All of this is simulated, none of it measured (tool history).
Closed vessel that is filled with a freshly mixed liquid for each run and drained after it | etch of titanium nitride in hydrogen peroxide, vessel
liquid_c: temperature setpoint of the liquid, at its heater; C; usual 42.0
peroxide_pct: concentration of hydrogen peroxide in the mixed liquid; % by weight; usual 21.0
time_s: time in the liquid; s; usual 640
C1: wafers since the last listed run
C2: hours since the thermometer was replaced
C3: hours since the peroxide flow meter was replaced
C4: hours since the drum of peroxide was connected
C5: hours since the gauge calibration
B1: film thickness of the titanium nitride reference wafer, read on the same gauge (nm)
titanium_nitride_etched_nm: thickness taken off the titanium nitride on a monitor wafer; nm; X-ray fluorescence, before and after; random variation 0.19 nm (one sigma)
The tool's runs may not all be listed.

run 1 hour=0.0 | liquid_c=42.0 peroxide_pct=21.0 time_s=640 | C1=0 C2=1379.2 C3=413.4 C4=150.7 C5=1630.8 | B1=118.46 | titanium_nitride_etched_nm=21.42
run 2 hour=52.5 | liquid_c=42.0 peroxide_pct=21.0 time_s=515 | C1=4655 C2=1431.7 C3=465.9 C4=203.2 C5=1683.3 | B1=118.53 | titanium_nitride_etched_nm=17.60
run 3 hour=100.4 | liquid_c=42.0 peroxide_pct=21.0 time_s=515 | C1=4247 C2=1479.6 C3=513.8 C4=251.1 C5=1731.2 | B1=118.64 | titanium_nitride_etched_nm=17.90
run 4 hour=168.6 | liquid_c=42.0 peroxide_pct=21.0 time_s=515 | C1=6047 C2=1547.8 C3=582.0 C4=319.3 C5=1799.4 | B1=118.71 | titanium_nitride_etched_nm=17.70
run 5 hour=208.6 | liquid_c=47.0 peroxide_pct=21.0 time_s=640 | C1=3547 C2=1587.8 C3=622.0 C4=359.3 C5=1839.4 | B1=118.83 | titanium_nitride_etched_nm=32.50
run 6 hour=294.4 | liquid_c=42.0 peroxide_pct=15.0 time_s=775 | C1=7608 C2=1673.6 C3=707.8 C4=445.1 C5=1925.2 | B1=118.94 | titanium_nitride_etched_nm=24.86
run 7 hour=336.9 | liquid_c=42.0 peroxide_pct=21.0 time_s=640 | C1=3768 C2=1716.1 C3=750.3 C4=487.6 C5=1967.7 | B1=119.00 | titanium_nitride_etched_nm=21.95
run 8 hour=403.6 | liquid_c=42.0 peroxide_pct=21.0 time_s=935 | C1=5914 C2=1782.8 C3=817.0 C4=554.3 C5=2034.4 | B1=119.07 | titanium_nitride_etched_nm=32.38
-- hour=417.1 thermometer replaced
run 9 hour=502.6 | liquid_c=42.0 peroxide_pct=21.0 time_s=640 | C1=8690 C2=85.5 C3=916.0 C4=653.3 C5=2133.4 | B1=119.21 | titanium_nitride_etched_nm=22.06
run 10 hour=585.7 | liquid_c=42.0 peroxide_pct=15.0 time_s=640 | C1=7369 C2=168.6 C3=999.1 C4=736.4 C5=2216.5 | B1=119.29 | titanium_nitride_etched_nm=20.73
run 11 hour=675.6 | liquid_c=42.0 peroxide_pct=26.0 time_s=640 | C1=7972 C2=258.5 C3=1089.0 C4=826.3 C5=2306.4 | B1=119.41 | titanium_nitride_etched_nm=22.74
run 12 hour=754.1 | liquid_c=46.5 peroxide_pct=21.0 time_s=480 | C1=6961 C2=337.0 C3=1167.5 C4=904.8 C5=2384.9 | B1=119.45 | titanium_nitride_etched_nm=23.23
run 13 hour=817.7 | liquid_c=37.5 peroxide_pct=21.0 time_s=640 | C1=5640 C2=400.6 C3=1231.1 C4=968.4 C5=2448.5 | B1=119.51 | titanium_nitride_etched_nm=15.64
-- hour=847.2 new drum of peroxide connected
run 14 hour=896.9 | liquid_c=42.0 peroxide_pct=21.0 time_s=640 | C1=6934 C2=479.8 C3=1310.3 C4=49.7 C5=2527.7 | B1=119.56 | titanium_nitride_etched_nm=22.01
run 15 hour=960.1 | liquid_c=42.0 peroxide_pct=21.0 time_s=640 | C1=5604 C2=543.0 C3=1373.5 C4=112.9 C5=2590.9 | B1=119.56 | titanium_nitride_etched_nm=22.14
-- hour=1010.8 gauge calibrated
run 16 hour=1048.9 | liquid_c=34.5 peroxide_pct=21.0 time_s=850 | C1=7874 C2=631.8 C3=1462.3 C4=201.7 C5=38.1 | B1=110.19 | titanium_nitride_etched_nm=15.23
run 17 hour=1106.8 | liquid_c=34.5 peroxide_pct=23.5 time_s=870 | C1=5134 C2=689.7 C3=1520.2 C4=259.6 C5=96.0 | B1=110.73 | titanium_nitride_etched_nm=16.11
run 18 hour=1183.6 | liquid_c=42.0 peroxide_pct=21.0 time_s=640 | C1=6810 C2=766.5 C3=1597.0 C4=336.4 C5=172.8 | B1=111.47 | titanium_nitride_etched_nm=20.58

Run 19 comes next. What will it give?
run 19 hour=1257.9 | liquid_c=39.0 peroxide_pct=15.0 time_s=420 | C1=6588 C2=840.8 C3=1671.3 C4=410.7 C5=247.1 | B1=? | titanium_nitride_etched_nm=?

{"run 19": {"B1": 112.15, "titanium_nitride_etched_nm": 10.02}}
Without the tool's hidden state the same run would have given titanium_nitride_etched_nm 9.83 nm.
